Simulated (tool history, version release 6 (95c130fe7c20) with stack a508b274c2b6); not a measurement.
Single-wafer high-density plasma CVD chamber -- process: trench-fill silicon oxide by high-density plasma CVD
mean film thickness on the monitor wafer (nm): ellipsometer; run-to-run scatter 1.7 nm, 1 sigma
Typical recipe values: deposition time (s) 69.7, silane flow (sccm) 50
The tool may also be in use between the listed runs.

| run | hour | deposition time (s) | silane flow (sccm) | wafers since the last listed run | hours since the silane flow controller was replaced | hours since the gauge calibration | read-back reference wafer on the same gauge, thickness_nm | mean film thickness on the monitor wafer (nm) |
|---|---|---|---|---|---|---|---|---|
| 1 | 0.0 | 69.7 | 50 | 0 | 4119.4 | 126.6 | 412.858 | 364.277 |
| 2 | 25.4 | 69.7 | 50 | 291 | 4144.8 | 152.0 | 412.195 | 367.608 |
| 3 | 47.1 | 69.7 | 50 | 249 | 4166.5 | 173.7 | 412.837 | 367.195 |
| 4 | 82.1 | 69.7 | 50 | 402 | 4201.5 | 208.7 | 411.860 | 366.396 |
| 5 | 109.9 | 69.7 | 50 | 319 | 4229.3 | 236.5 | 411.620 | 365.104 |
| 6 | 137.5 | 69.7 | 50 | 317 | 4256.9 | 264.1 | 410.505 | 363.450 |
| 7 | 155.2 | 79.2 | 50 | 203 | 4274.6 | 281.8 | 409.773 | 412.159 |
| 8 | 169.1 | 69.7 | 50 | 159 | 4288.5 | 295.7 | 411.158 | 362.711 |
|  | 193.8 | silane flow controller replaced |
| 9 | 201.8 | 69.7 | 50 | 283 | 8.0 | 328.4 | 410.256 | 364.469 |
| 10 | 219.0 | 57.1 | 56 | 197 | 25.2 | 345.6 | 409.699 | 334.970 |
| 11 | 250.5 | 69.7 | 50 | 362 | 56.7 | 377.1 | 409.317 | 361.457 |
| 12 | 271.0 | 82.2 | 58 | 235 | 77.2 | 397.6 | 409.694 | 497.621 |
|  | 308.8 | gauge calibrated |
| 13 | 361.3 | 82.3 | 55 | 1037 | 167.5 | 52.5 | 415.906 | 481.048 |
| 14 | 388.7 | 74.6 | 53 | 314 | 194.9 | 79.9 | 415.624 | 419.516 |
| 15 | 409.1 | 69.7 | 50 | 234 | 215.3 | 100.3 | 415.571 | 368.155 |
| 16 | 451.5 | 69.7 | 50 | 487 | 257.7 | 142.7 | 414.382 | 364.215 |
| 17 | 463.6 | 59.9 | 56 | 139 | 269.8 | 154.8 | 413.820 | 353.215 |
| 18 | 498.4 | 69.7 | 55 | 399 | 304.6 | 189.6 | 412.466 | 403.475 |
| 19 | 513.5 | 58.0 | 43 | 173 | 319.7 | 204.7 | 413.146 | 261.137 |

A few steps of mean film thickness on the monitor wafer (nm) between consecutive runs. Split each: what settings, incoming material and random variation would produce without the hidden state, and what is left over for the hidden state, along with gauge scatter present in only one of the two compared results (measured, and without hidden state):
Hidden state at play: delivered silane flow above the setpoint (%); gauge reads high (%).
Run 12 -> 13: deposition time (s) 82.2 -> 82.3, silane flow (sccm) 58 -> 55, gauge calibrated. mean film thickness on the monitor wafer (nm) -16.573: hidden state +8.485, all else -25.058.
Run 18 -> 19: deposition time (s) 69.7 -> 58.0, silane flow (sccm) 55 -> 43. mean film thickness on the monitor wafer (nm) -142.338: hidden state +1.571, all else -143.909.
